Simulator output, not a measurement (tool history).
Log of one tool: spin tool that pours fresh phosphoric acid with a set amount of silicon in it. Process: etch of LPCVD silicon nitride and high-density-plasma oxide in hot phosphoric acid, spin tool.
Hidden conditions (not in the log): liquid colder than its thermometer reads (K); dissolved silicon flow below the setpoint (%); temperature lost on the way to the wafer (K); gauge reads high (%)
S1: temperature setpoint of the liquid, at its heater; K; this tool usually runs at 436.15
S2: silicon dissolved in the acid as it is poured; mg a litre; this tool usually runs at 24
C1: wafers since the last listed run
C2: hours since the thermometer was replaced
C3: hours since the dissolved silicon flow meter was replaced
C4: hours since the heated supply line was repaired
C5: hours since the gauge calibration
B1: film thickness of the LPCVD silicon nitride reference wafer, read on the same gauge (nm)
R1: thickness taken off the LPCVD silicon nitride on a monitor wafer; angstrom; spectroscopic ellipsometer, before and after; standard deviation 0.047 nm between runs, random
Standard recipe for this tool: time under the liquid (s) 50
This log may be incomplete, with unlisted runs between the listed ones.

{"run": 1, "day": 0.0, "S1": 436.15, "S2": 29, "time under the liquid (s)": 50, "C1": 0, "C2": 420.7, "C3": 2288.6, "C4": 62.4, "C5": 232.2, "B1": 60.007, "R1": 48.14}
{"run": 2, "day": 0.446, "S1": 436.15, "S2": 24, "time under the liquid (s)": 50, "C1": 153, "C2": 431.4, "C3": 2299.3, "C4": 73.1, "C5": 242.9, "B1": 59.989, "R1": 48.21}
{"run": 3, "day": 0.917, "S1": 436.15, "S2": 29, "time under the liquid (s)": 50, "C1": 162, "C2": 442.7, "C3": 2310.6, "C4": 84.4, "C5": 254.2, "B1": 60.004, "R1": 48.57}
{"run": 4, "day": 1.662, "S1": 436.15, "S2": 24, "time under the liquid (s)": 40, "C1": 256, "C2": 460.6, "C3": 2328.5, "C4": 102.3, "C5": 272.1, "B1": 60.01, "R1": 38.83}
{"run": 5, "day": 2.175, "S1": 436.15, "S2": 11, "time under the liquid (s)": 40, "C1": 176, "C2": 472.9, "C3": 2340.8, "C4": 114.6, "C5": 284.4, "B1": 59.99, "R1": 38.32}
{"run": 6, "day": 2.854, "S1": 436.15, "S2": 37.5, "time under the liquid (s)": 50, "C1": 233, "C2": 489.2, "C3": 2357.1, "C4": 130.9, "C5": 300.7, "B1": 60.012, "R1": 48.34}
{"run": 7, "day": 3.388, "S1": 433.65, "S2": 24, "time under the liquid (s)": 70, "C1": 183, "C2": 502, "C3": 2369.9, "C4": 143.7, "C5": 313.5, "B1": 60.034, "R1": 60.83}
{"run": 8, "day": 3.808, "S1": 436.15, "S2": 24, "time under the liquid (s)": 50, "C1": 144, "C2": 512.1, "C3": 2380, "C4": 153.8, "C5": 323.6, "B1": 60.02, "R1": 47.78}
{"day": 4.892, "done": "thermometer replaced"}
{"run": 9, "day": 5.238, "S1": 437.15, "S2": 5.5, "time under the liquid (s)": 80, "C1": 477, "C2": 8.3, "C3": 2414.3, "C4": 188.1, "C5": 357.9, "B1": 60.006, "R1": 85.03}
{"day": 5.725, "done": "gauge calibrated"}
{"run": 10, "day": 5.921, "S1": 436.15, "S2": 8, "time under the liquid (s)": 80, "C1": 235, "C2": 24.7, "C3": 2430.7, "C4": 204.5, "C5": 4.7, "B1": 59.974, "R1": 81.86}
{"day": 6.271, "done": "dissolved silicon flow meter replaced"}
{"run": 11, "day": 6.292, "S1": 433.65, "S2": 32, "time under the liquid (s)": 65, "C1": 113, "C2": 33.6, "C3": 0.5, "C4": 213.4, "C5": 13.6, "B1": 59.972, "R1": 61.79}
{"run": 12, "day": 6.679, "S1": 438.15, "S2": 11.5, "time under the liquid (s)": 75, "C1": 133, "C2": 42.9, "C3": 9.8, "C4": 222.7, "C5": 22.9, "B1": 59.999, "R1": 80.71}
{"run": 13, "day": 7.288, "S1": 436.15, "S2": 24, "time under the liquid (s)": 50, "C1": 209, "C2": 57.5, "C3": 24.4, "C4": 237.3, "C5": 37.5, "B1": 59.993, "R1": 50.41}
{"run": 14, "day": 7.792, "S1": 436.15, "S2": 24, "time under the liquid (s)": 50, "C1": 173, "C2": 69.6, "C3": 36.5, "C4": 249.4, "C5": 49.6, "B1": 60.021, "R1": 51.1}

Run 15 comes next. What will it give?
{"run": 15, "day": 8.158, "S1": 437.65, "S2": 24, "time under the liquid (s)": 80, "C1": 126, "C2": 78.4, "C3": 45.3, "C4": 258.2, "C5": 58.4, "B1": "?", "R1": "?"}

Run 15 measured B1 59.987, R1 85.16 angstrom.
Minus the tool's unlogged condition, the same run would have read R1 86.29 angstrom.
